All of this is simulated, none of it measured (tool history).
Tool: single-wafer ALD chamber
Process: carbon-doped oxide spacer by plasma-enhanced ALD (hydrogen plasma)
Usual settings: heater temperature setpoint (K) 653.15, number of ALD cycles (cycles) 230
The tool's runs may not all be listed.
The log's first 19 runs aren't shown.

| run | hour | heater temperature setpoint (K) | number of ALD cycles (cycles) | read-back reference wafer on the same gauge, thickness_nm | mean film thickness on the monitor wafer (angstrom) |
|---|---|---|---|---|---|
| 20 | 1023.7 | 653.15 | 220 | 11.213 | 98.10 |
| 21 | 1063.6 | 653.15 | 220 | 11.212 | 98.47 |
| 22 | 1088.5 | 665.15 | 260 | 11.214 | 116.75 |
| 23 | 1113.2 | 653.15 | 230 | 11.206 | 102.50 |
| 24 | 1160.2 | 661.15 | 250 | 11.201 | 111.96 |
| 25 | 1185.3 | 642.15 | 195 | 11.197 | 87.59 |
| 26 | 1235.6 | 665.15 | 206 | 11.197 | 91.96 |
|  | 1267.3 | gauge calibrated |
| 27 | 1303.4 | 639.15 | 244 | 11.401 | 111.17 |
| 28 | 1367.7 | 653.15 | 230 | 11.389 | 104.94 |
| 29 | 1421.9 | 642.15 | 210 | 11.400 | 95.80 |
| 30 | 1456.4 | 653.15 | 230 | 11.391 | 104.65 |
|  | 1474.3 | thermocouple changed; heater temperature recalibrated |
| 31 | 1501.4 | 638.15 | 248 | 11.387 | 112.89 |
| 32 | 1525.6 | 653.15 | 262 | 11.378 | 119.13 |
| 33 | 1739.6 | 653.15 | 230 | 11.366 | 104.29 |
| 34 | 1769.6 | 666.15 | 248 | 11.359 | 112.90 |
| 35 | 1822.0 | 653.15 | 230 | 11.352 | 104.30 |
| 36 | 1989.8 | 664.15 | 259 | 11.342 | 117.54 |
| 37 | 2170.0 | 653.15 | 230 | 11.315 | 104.48 |
| 38 | 2381.2 | 664.15 | 250 | 11.299 | 113.05 |
| 39 | 2406.1 | 653.15 | 230 | 11.295 | 103.98 |
| 40 | 2450.9 | 653.15 | 230 | 11.287 | 104.12 |
| 41 | 2477.9 | 641.15 | 193 | 11.289 | 87.07 |
| 42 | 2539.5 | 640.15 | 200 | 11.276 | 89.91 |
|  | 2558.3 | thermocouple changed; heater temperature recalibrated |
| 43 | 2575.3 | 649.15 | 202 | 11.284 | 90.80 |

4 ways to go on from here, each from the tool as it stands after run 43. What would each give?
| A | 2576.1 | 653.15 | 207 | ? | ? |
| B | 2576.1 | 665.15 | 258 | ? | ? |
| C | 2576.1 | 646.15 | 230 | ? | ? |
| D | 2576.1 | 649.15 | 249 | ? | ? |

| run | read-back reference wafer on the same gauge, thickness_nm | mean film thickness on the monitor wafer (angstrom) |
|---|---|---|
| A | 11.283 | 93.18 |
| B | 11.283 | 116.14 |
| C | 11.283 | 103.54 |
| D | 11.283 | 112.09 |
Without the tool's hidden state the same runs would have given:
| run | mean film thickness on the monitor wafer (angstrom) |
|---|---|
| A | 94.15 |
| B | 117.35 |
| C | 104.62 |
| D | 113.26 |
